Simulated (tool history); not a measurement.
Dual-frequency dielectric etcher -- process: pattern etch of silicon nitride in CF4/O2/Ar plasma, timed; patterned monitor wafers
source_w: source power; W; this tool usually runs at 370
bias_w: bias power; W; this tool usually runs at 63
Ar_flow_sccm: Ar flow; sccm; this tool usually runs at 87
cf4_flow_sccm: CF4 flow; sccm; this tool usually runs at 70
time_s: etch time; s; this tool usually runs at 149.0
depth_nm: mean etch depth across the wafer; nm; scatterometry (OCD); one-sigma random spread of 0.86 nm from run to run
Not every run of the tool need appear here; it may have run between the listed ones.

run	day	source_w	bias_w	Ar_flow_sccm	cf4_flow_sccm	time_s	wafers since the last listed run	hours since the last wet clean	hours since the last source power generator calibration	hours since the last bias power generator calibration	hours since the last Ar flow controller change	hours since the last CF4 flow controller change	hours since the last upper electrode change	hours since the gauge calibration	read-back reference wafer on the same gauge, depth_nm	depth_nm
1	0.000	370	63	87	70	168.5	0	369.6	1483.2	3678.2	1496.8	4489.6	1849.4	241.4	225.9	275.2
2	3.217	370	59	87	70	149.0	554	446.8	1560.4	3755.4	1574.0	4566.8	1926.6	318.6	226.3	235.4
# day 12.733: wet clean of the chamber
3	12.812	370	59	87	70	149.0	1483	1.9	1790.7	3985.7	1804.3	4797.1	2156.9	548.9	225.5	235.4
4	16.221	370	63	87	70	149.0	588	83.7	1872.5	4067.5	1886.1	4878.9	2238.7	630.7	226.0	243.5
5	20.171	370	63	87	75	149.0	681	178.5	1967.3	4162.3	1980.9	4973.7	2333.5	725.5	225.9	244.5
6	21.788	370	63	87	75	149.0	278	217.3	2006.1	4201.1	2019.7	5012.5	2372.3	764.3	226.0	246.7
7	24.233	370	63	87	75	149.0	421	276.0	2064.8	4259.8	2078.4	5071.2	2431.0	823.0	226.0	246.0
8	25.942	370	63	87	70	149.0	294	317.0	2105.8	4300.8	2119.4	5112.2	2472.0	864.0	225.6	244.4
9	27.475	370	63	87	70	149.0	264	353.8	2142.6	4337.6	2156.2	5149.0	2508.8	900.8	225.9	244.6
10	30.867	370	63	87	70	162.0	585	435.2	2224.0	4419.0	2237.6	5230.4	2590.2	982.2	226.3	265.6
11	34.412	370	63	87	70	149.0	611	520.3	2309.1	4504.1	2322.7	5315.5	2675.3	1067.3	226.2	244.5
# day 36.175: wet clean of the chamber
12	37.512	370	63	105	70	124.5	362	32.1	2383.5	4578.5	2397.1	5389.9	2749.7	1141.7	225.9	201.2
13	39.550	370	63	87	70	127.0	351	81.0	2432.4	4627.4	2446.0	5438.8	2798.6	1190.6	226.3	210.0
14	43.025	420	63	74	80	178.5	599	164.4	2515.8	4710.8	2529.4	5522.2	2882.0	1274.0	226.3	346.3
# day 44.312: CF4 flow controller replaced
15	45.271	340	63	87	70	163.0	344	218.3	2569.7	4764.7	2583.3	23.0	2935.9	1327.9	225.9	245.8
# day 46.400: bias power generator calibrated
16	49.650	370	49	78	57	149.0	726	323.4	2674.8	78.0	2688.4	128.1	3041.0	1433.0	226.5	214.2
# day 50.112: gauge calibrated
# day 52.079: Ar flow controller replaced
# day 52.454: source power generator calibrated
# day 56.858: upper electrode replaced
# day 61.421: wet clean of the chamber
17	61.442	400	63	100	82	124.0	1617	0.5	215.7	361.0	224.7	411.1	110.0	271.9	226.0	217.3
18	65.412	370	48	87	64	149.0	685	95.8	311.0	456.3	320.0	506.4	205.3	367.2	226.0	206.0
19	69.783	370	63	79	70	183.5	754	200.7	415.9	561.2	424.9	611.3	310.2	472.1	226.0	301.0
20	72.608	370	63	87	70	149.0	487	268.5	483.7	629.0	492.7	679.1	378.0	539.9	225.8	240.6

Subtracting, for every run, the result it would have given without the tool's unlogged condition from the measured result gives the following. The same run-to-run variation enters both numbers; the gauge's scatter may not:
Hidden state present: etch rate over this chamber's usual, %; source power that arrives over what is set, %; bias power that arrives over what is set, %; Ar flow that arrives over what is set, %; CF4 flow that arrives over what is set, %; gauge reads high (%).
run	depth_nm
1	+2.0
2	+1.9
3	+2.5
4	+2.7
5	+3.0
6	+3.2
7	+3.3
8	+3.5
9	+3.6
10	+4.2
11	+4.1
12	+3.6
13	+3.9
14	+6.9
15	+5.1
16	+4.8
17	-0.5
18	-0.4
19	-0.5
20	-0.4
